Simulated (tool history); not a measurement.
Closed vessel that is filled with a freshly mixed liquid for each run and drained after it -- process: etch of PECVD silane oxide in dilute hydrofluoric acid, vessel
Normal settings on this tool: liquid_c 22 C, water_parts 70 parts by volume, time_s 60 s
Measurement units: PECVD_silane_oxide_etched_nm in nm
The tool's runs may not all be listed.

run	hour	liquid_c	water_parts	time_s	read-back film thickness of the PECVD silane oxide reference wafer, read on the same gauge (nm)	PECVD_silane_oxide_etched_nm
1	0.0	22	70	60	40.06	17.01
2	8.4	22	70	60	40.02	17.00
3	20.7	22	70	60	39.97	17.00
4	37.1	22	70	60	40.03	16.88
5	45.1	22	70	35	39.98	9.86
6	51.7	22	80	60	40.02	14.57
7	68.1	22	80	60	40.01	14.53
8	74.7	22	85	30	40.01	6.85
9	82.9	22	85	30	40.00	6.84
# hour 89.2: hydrofluoric acid flow meter replaced
10	100.9	26	55	60	40.02	25.85
11	108.5	26	55	60	39.99	25.61

Estimate the outcome of run 12 from the log above:
12	118.9	22	70	60	?	?

read-back film thickness of the PECVD silane oxide reference wafer, read on the same gauge (nm): 40.06
PECVD_silane_oxide_etched_nm: 16.87 nm
If the tool had no hidden condition, the same run with the same run-to-run variation would have returned PECVD_silane_oxide_etched_nm 19.16 nm.

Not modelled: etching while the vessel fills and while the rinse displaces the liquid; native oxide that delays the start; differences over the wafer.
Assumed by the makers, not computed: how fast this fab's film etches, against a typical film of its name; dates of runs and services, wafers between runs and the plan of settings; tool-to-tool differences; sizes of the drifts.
